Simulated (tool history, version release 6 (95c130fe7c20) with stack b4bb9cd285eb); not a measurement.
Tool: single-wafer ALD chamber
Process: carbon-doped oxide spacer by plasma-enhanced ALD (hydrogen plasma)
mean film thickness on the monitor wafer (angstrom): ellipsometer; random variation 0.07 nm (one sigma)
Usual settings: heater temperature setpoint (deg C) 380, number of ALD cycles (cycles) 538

run   hour  heater temperature setpoint (deg C)  number of ALD cycles (cycles)  read-back reference wafer on the same gauge, thickness_nm  mean film thickness on the monitor wafer (angstrom)
  1      0                                  380                            573                                                     25.346                                               301.27
  2   24.6                                  389                            538                                                     25.355                                               282.31
  3   75.2                                  380                            538                                                     25.405                                               283.37
  4  104.5                                  380                            560                                                      25.41                                               293.89
  5  143.3                                  380                            560                                                     25.446                                               294.42
  6  200.3                                  380                            538                                                     25.506                                                283.5
  7  224.4                                  380                            538                                                     25.498                                                285.1
  8  267.2                                  380                            579                                                     25.552                                               306.96
  9  304.4                                  371                            538                                                     25.581                                               284.67
 10  336.2                                  380                            465                                                     25.588                                               246.01
     365.5  -- thermocouple changed; heater temperature recalibrated
 11  374.3                                  380                            453                                                     25.637                                               239.78
     418.7  -- gauge calibrated
 12  432.4                                  391                            538                                                       25.1                                               280.67
 13  456.5                                  380                            579                                                     25.105                                               300.14
 14  496.1                                  365                            471                                                     25.131                                               246.76
 15  567.3                                  380                            538                                                     25.192                                               280.12
 16  610.6                                  389                            470                                                     25.209                                               245.76
 17  662.4                                  375                            504                                                     25.293                                               263.26

Forecast each of these 5 alternatives for the next run:
  A  663.6                                  380                            538                                                          ?                                                    ?
  B  663.6                                  385                            475                                                          ?                                                    ?
  C  663.6                                  395                            538                                                          ?                                                    ?
  D  663.6                                  380                            510                                                          ?                                                    ?
  E  663.6                                  380                            486                                                          ?                                                    ?

run  read-back reference wafer on the same gauge, thickness_nm  mean film thickness on the monitor wafer (angstrom)
  A                                                     25.247                                               281.99
  B                                                     25.247                                               248.97
  C                                                     25.247                                               281.99
  D                                                     25.247                                               267.32
  E                                                     25.247                                               254.74
Without the tool's hidden state the same runs would have given:
run  mean film thickness on the monitor wafer (angstrom)
  A                                               280.12
  B                                               247.32
  C                                               280.12
  D                                               265.55
  E                                               253.05

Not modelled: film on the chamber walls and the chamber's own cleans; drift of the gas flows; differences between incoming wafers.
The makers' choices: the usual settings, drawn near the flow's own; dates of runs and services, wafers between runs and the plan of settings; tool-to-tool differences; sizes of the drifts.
